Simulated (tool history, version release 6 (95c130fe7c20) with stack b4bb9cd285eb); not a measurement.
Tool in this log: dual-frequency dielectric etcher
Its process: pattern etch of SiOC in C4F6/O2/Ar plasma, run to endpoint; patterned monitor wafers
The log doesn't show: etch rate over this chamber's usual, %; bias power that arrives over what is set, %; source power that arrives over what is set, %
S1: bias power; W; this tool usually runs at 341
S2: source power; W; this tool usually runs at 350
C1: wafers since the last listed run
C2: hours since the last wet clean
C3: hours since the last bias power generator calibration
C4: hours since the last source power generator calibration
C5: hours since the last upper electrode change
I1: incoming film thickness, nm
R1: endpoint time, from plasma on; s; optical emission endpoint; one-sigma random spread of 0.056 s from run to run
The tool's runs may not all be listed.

{"run": 1, "day": 0.0, "S1": 341, "S2": 300, "C1": 0, "C2": 141.6, "C3": 2447.9, "C4": 3504.7, "C5": 4040.3, "I1": 35.26, "R1": 15.5}
{"run": 2, "day": 1.988, "S1": 341, "S2": 300, "C1": 866, "C2": 189.3, "C3": 2495.6, "C4": 3552.4, "C5": 4088.0, "I1": 35.18, "R1": 15.6}
{"run": 3, "day": 5.754, "S1": 393, "S2": 420, "C1": 1642, "C2": 279.7, "C3": 2586.0, "C4": 3642.8, "C5": 4178.4, "I1": 35.53, "R1": 13.2}
{"run": 4, "day": 7.408, "S1": 341, "S2": 350, "C1": 721, "C2": 319.4, "C3": 2625.7, "C4": 3682.5, "C5": 4218.1, "I1": 35.22, "R1": 15.1}
{"run": 5, "day": 8.517, "S1": 341, "S2": 350, "C1": 483, "C2": 346.0, "C3": 2652.3, "C4": 3709.1, "C5": 4244.7, "I1": 35.66, "R1": 15.3}
{"day": 9.75, "done": "bias power generator calibrated"}
{"day": 10.425, "done": "upper electrode replaced"}
{"day": 10.508, "done": "wet clean of the chamber"}
{"run": 6, "day": 10.529, "S1": 341, "S2": 350, "C1": 473, "C2": 0.5, "C3": 18.7, "C4": 3757.4, "C5": 2.5, "I1": 35.47, "R1": 14.8}
{"run": 7, "day": 10.896, "S1": 408, "S2": 350, "C1": 159, "C2": 9.3, "C3": 27.5, "C4": 3766.2, "C5": 11.3, "I1": 35.57, "R1": 13.4}
{"run": 8, "day": 12.658, "S1": 310, "S2": 260, "C1": 768, "C2": 51.6, "C3": 69.8, "C4": 3808.5, "C5": 53.6, "I1": 35.48, "R1": 17.2}
{"day": 15.146, "done": "source power generator calibrated"}
{"run": 9, "day": 18.912, "S1": 392, "S2": 400, "C1": 2653, "C2": 201.7, "C3": 219.9, "C4": 90.4, "C5": 203.7, "I1": 35.27, "R1": 13.3}
{"run": 10, "day": 20.771, "S1": 377, "S2": 440, "C1": 810, "C2": 246.3, "C3": 264.5, "C4": 135.0, "C5": 248.3, "I1": 35.29, "R1": 13.2}
{"run": 11, "day": 22.179, "S1": 341, "S2": 300, "C1": 613, "C2": 280.1, "C3": 298.3, "C4": 168.8, "C5": 282.1, "I1": 34.86, "R1": 15.5}
{"run": 12, "day": 24.358, "S1": 377, "S2": 440, "C1": 949, "C2": 332.4, "C3": 350.6, "C4": 221.1, "C5": 334.4, "I1": 35.14, "R1": 13.1}
{"day": 26.362, "done": "wet clean of the chamber"}
{"run": 13, "day": 27.021, "S1": 282, "S2": 260, "C1": 724, "C2": 15.8, "C3": 414.5, "C4": 285.0, "C5": 398.3, "I1": 35.08, "R1": 17.9}
{"run": 14, "day": 28.475, "S1": 408, "S2": 350, "C1": 633, "C2": 50.7, "C3": 449.4, "C4": 319.9, "C5": 433.2, "I1": 35.27, "R1": 13.3}
{"run": 15, "day": 30.388, "S1": 402, "S2": 300, "C1": 833, "C2": 96.6, "C3": 495.3, "C4": 365.8, "C5": 479.1, "I1": 35.19, "R1": 14.1}

Each row is a separate what-if for the run after 15, all from the same tool condition, not one after another. Results?
{"run": "A", "day": 30.404, "S1": 382, "S2": 350, "C1": 7, "C2": 97.0, "C3": 495.7, "C4": 366.2, "C5": 479.5, "I1": 35.16, "R1": "?"}
{"run": "B", "day": 30.404, "S1": 258, "S2": 280, "C1": 7, "C2": 97.0, "C3": 495.7, "C4": 366.2, "C5": 479.5, "I1": 35.16, "R1": "?"}
{"run": "C", "day": 30.404, "S1": 401, "S2": 400, "C1": 7, "C2": 97.0, "C3": 495.7, "C4": 366.2, "C5": 479.5, "I1": 35.16, "R1": "?"}
{"run": "D", "day": 30.404, "S1": 312, "S2": 380, "C1": 7, "C2": 97.0, "C3": 495.7, "C4": 366.2, "C5": 479.5, "I1": 35.16, "R1": "?"}
{"run": "E", "day": 30.404, "S1": 288, "S2": 420, "C1": 7, "C2": 97.0, "C3": 495.7, "C4": 366.2, "C5": 479.5, "I1": 35.16, "R1": "?"}

run=A R1=13.9
run=B R1=18.7
run=C R1=13.0
run=D R1=15.2
run=E R1=15.4
Take away the tool's hidden state, keep each run's random variation, and the runs would have read:
run=A R1=13.8
run=B R1=18.7
run=C R1=12.9
run=D R1=15.1
run=E R1=15.3
